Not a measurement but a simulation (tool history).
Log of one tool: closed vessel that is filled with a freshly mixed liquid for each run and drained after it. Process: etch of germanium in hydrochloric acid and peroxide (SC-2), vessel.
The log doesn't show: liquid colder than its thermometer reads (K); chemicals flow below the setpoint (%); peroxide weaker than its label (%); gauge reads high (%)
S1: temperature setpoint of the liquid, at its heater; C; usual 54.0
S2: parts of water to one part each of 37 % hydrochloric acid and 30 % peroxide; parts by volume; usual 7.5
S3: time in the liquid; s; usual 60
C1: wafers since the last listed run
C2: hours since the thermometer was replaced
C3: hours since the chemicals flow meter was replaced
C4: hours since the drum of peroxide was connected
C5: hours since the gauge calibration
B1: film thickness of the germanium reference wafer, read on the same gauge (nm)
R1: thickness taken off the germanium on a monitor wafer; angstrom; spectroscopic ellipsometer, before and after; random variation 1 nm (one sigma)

| run | day | S1 | S2 | S3 | C1 | C2 | C3 | C4 | C5 | B1 | R1 |
|---|---|---|---|---|---|---|---|---|---|---|---|
| 1 | 0.000 | 54.0 | 7.5 | 60 | 0 | 450.6 | 1489.3 | 665.7 | 1057.7 | 150.00 | 1475.0 |
| 2 | 3.862 | 54.0 | 7.5 | 60 | 11073 | 543.3 | 1582.0 | 758.4 | 1150.4 | 150.04 | 1456.0 |
| 3 | 8.008 | 54.0 | 7.5 | 60 | 11886 | 642.8 | 1681.5 | 857.9 | 1249.9 | 150.02 | 1445.9 |
| 4 | 10.767 | 58.5 | 5.0 | 60 | 7908 | 709.0 | 1747.7 | 924.1 | 1316.1 | 150.00 | 1689.2 |
| 5 | 14.679 | 58.5 | 5.0 | 60 | 11217 | 802.9 | 1841.6 | 1018.0 | 1410.0 | 149.98 | 1665.5 |
| 6 | 18.229 | 48.0 | 7.5 | 60 | 10177 | 888.1 | 1926.8 | 1103.2 | 1495.2 | 149.97 | 1167.5 |
|  | 20.900 | new drum of peroxide connected |
| 7 | 22.167 | 48.0 | 7.5 | 60 | 11169 | 982.6 | 2021.3 | 30.4 | 1589.7 | 149.98 | 1149.2 |
|  | 28.088 | gauge calibrated |
|  | 32.221 | chemicals flow meter replaced |
| 8 | 33.783 | 48.0 | 7.5 | 60 | 33185 | 1261.4 | 37.5 | 309.2 | 136.7 | 149.98 | 1144.6 |
| 9 | 36.458 | 54.0 | 7.5 | 30 | 7669 | 1325.6 | 101.7 | 373.4 | 200.9 | 149.98 | 683.1 |
|  | 37.004 | thermometer replaced |
| 10 | 40.008 | 54.0 | 7.5 | 60 | 10058 | 72.1 | 186.9 | 458.6 | 286.1 | 149.97 | 1486.3 |
| 11 | 43.329 | 54.0 | 5.5 | 60 | 9520 | 151.8 | 266.6 | 538.3 | 365.8 | 150.01 | 1509.8 |
| 12 | 46.121 | 62.5 | 5.0 | 80 | 8003 | 218.8 | 333.6 | 605.3 | 432.8 | 150.01 | 2600.1 |
| 13 | 49.704 | 54.0 | 10.5 | 80 | 10273 | 304.8 | 419.6 | 691.3 | 518.8 | 149.99 | 1907.6 |
| 14 | 53.883 | 63.0 | 11.0 | 35 | 11981 | 405.1 | 519.9 | 791.6 | 619.1 | 150.00 | 1092.6 |
| 15 | 55.796 | 50.0 | 5.0 | 60 | 5483 | 451.0 | 565.8 | 837.5 | 665.0 | 150.05 | 1306.1 |
| 16 | 58.804 | 51.5 | 9.0 | 90 | 8624 | 523.2 | 638.0 | 909.7 | 737.2 | 150.00 | 2010.7 |
|  | 60.738 | new drum of peroxide connected |
| 17 | 62.912 | 47.5 | 7.5 | 60 | 11659 | 621.8 | 736.6 | 52.2 | 835.8 | 150.04 | 1180.5 |

Some steps in R1 between neighbouring runs. How much of each would the tool show without its hidden state too (settings, what came in, random variation), and how much is left for the hidden state, with any gauge scatter that isn't in both results?
Run 9 -> 10: S3 30 -> 60, thermometer replaced. R1 +803.2 angstrom: hidden state +52.3, all else +750.9.
Run 11 -> 12: S1 54.0 -> 62.5, S2 5.5 -> 5.0, S3 60 -> 80. R1 +1090.3 angstrom: hidden state -23.4, all else +1113.7.
